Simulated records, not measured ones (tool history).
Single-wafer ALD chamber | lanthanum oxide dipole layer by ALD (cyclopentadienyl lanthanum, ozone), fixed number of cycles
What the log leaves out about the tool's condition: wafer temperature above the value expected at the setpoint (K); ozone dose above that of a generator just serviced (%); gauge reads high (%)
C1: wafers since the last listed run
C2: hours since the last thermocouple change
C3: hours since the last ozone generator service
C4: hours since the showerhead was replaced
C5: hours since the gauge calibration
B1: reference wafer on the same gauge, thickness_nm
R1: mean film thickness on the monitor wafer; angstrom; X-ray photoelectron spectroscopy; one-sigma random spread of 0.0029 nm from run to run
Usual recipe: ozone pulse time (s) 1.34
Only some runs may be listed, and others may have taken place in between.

{"run": 1, "day": 0.0, "ozone pulse time (s)": 1.34, "C1": 0, "C2": 1741.2, "C3": 956.1, "C4": 5284.4, "C5": 1651.8, "B1": 0.472, "R1": 5.43}
{"run": 2, "day": 4.042, "ozone pulse time (s)": 1.34, "C1": 1036, "C2": 1838.2, "C3": 1053.1, "C4": 5381.4, "C5": 1748.8, "B1": 0.473, "R1": 5.38}
{"run": 3, "day": 6.833, "ozone pulse time (s)": 1.34, "C1": 716, "C2": 1905.2, "C3": 1120.1, "C4": 5448.4, "C5": 1815.8, "B1": 0.472, "R1": 5.37}
{"run": 4, "day": 10.808, "ozone pulse time (s)": 1.34, "C1": 1019, "C2": 2000.6, "C3": 1215.5, "C4": 5543.8, "C5": 1911.2, "B1": 0.471, "R1": 5.33}
{"run": 5, "day": 14.254, "ozone pulse time (s)": 1.34, "C1": 884, "C2": 2083.3, "C3": 1298.2, "C4": 5626.5, "C5": 1993.9, "B1": 0.472, "R1": 5.36}
{"run": 6, "day": 26.142, "ozone pulse time (s)": 1.34, "C1": 3050, "C2": 2368.6, "C3": 1583.5, "C4": 5911.8, "C5": 2279.2, "B1": 0.472, "R1": 5.25}
{"run": 7, "day": 30.1, "ozone pulse time (s)": 1.49, "C1": 1015, "C2": 2463.6, "C3": 1678.5, "C4": 6006.8, "C5": 2374.2, "B1": 0.472, "R1": 5.43}
{"day": 31.25, "done": "thermocouple changed; heater temperature recalibrated"}
{"day": 32.658, "done": "showerhead replaced"}
{"run": 8, "day": 34.429, "ozone pulse time (s)": 1.34, "C1": 939, "C2": 76.3, "C3": 1782.4, "C4": 42.5, "C5": 2478.1, "B1": 0.473, "R1": 5.24}
{"day": 35.071, "done": "ozone generator serviced"}
{"run": 9, "day": 38.796, "ozone pulse time (s)": 1.34, "C1": 1034, "C2": 181.1, "C3": 89.4, "C4": 147.3, "C5": 2582.9, "B1": 0.472, "R1": 5.04}
{"run": 10, "day": 41.358, "ozone pulse time (s)": 1.34, "C1": 657, "C2": 242.6, "C3": 150.9, "C4": 208.8, "C5": 2644.4, "B1": 0.473, "R1": 5.04}
{"run": 11, "day": 43.733, "ozone pulse time (s)": 1.34, "C1": 609, "C2": 299.6, "C3": 207.9, "C4": 265.8, "C5": 2701.4, "B1": 0.472, "R1": 5.03}
{"run": 12, "day": 45.996, "ozone pulse time (s)": 1.34, "C1": 580, "C2": 353.9, "C3": 262.2, "C4": 320.1, "C5": 2755.7, "B1": 0.471, "R1": 5.03}
{"run": 13, "day": 49.621, "ozone pulse time (s)": 1.34, "C1": 930, "C2": 440.9, "C3": 349.2, "C4": 407.1, "C5": 2842.7, "B1": 0.472, "R1": 5.01}
{"run": 14, "day": 56.121, "ozone pulse time (s)": 1.34, "C1": 1667, "C2": 596.9, "C3": 505.2, "C4": 563.1, "C5": 2998.7, "B1": 0.472, "R1": 4.99}
{"run": 15, "day": 58.7, "ozone pulse time (s)": 1.51, "C1": 661, "C2": 658.8, "C3": 567.1, "C4": 625, "C5": 3060.6, "B1": 0.472, "R1": 5.16}
{"day": 59.233, "done": "ozone generator serviced, repeated, since the last time left the tool worse"}
{"run": 16, "day": 62.442, "ozone pulse time (s)": 1.81, "C1": 874, "C2": 748.6, "C3": 77, "C4": 714.8, "C5": 3150.4, "B1": 0.472, "R1": 5.64}

The next listed run, before its measurement:
{"run": 17, "day": 63.979, "ozone pulse time (s)": 1.08, "C1": 394, "C2": 785.5, "C3": 113.9, "C4": 751.7, "C5": 3187.3, "B1": "?", "R1": "?"}

B1: 0.472
R1: 5.18 angstrom
With no hidden state in the tool, this same run would have given R1 5.22 angstrom.
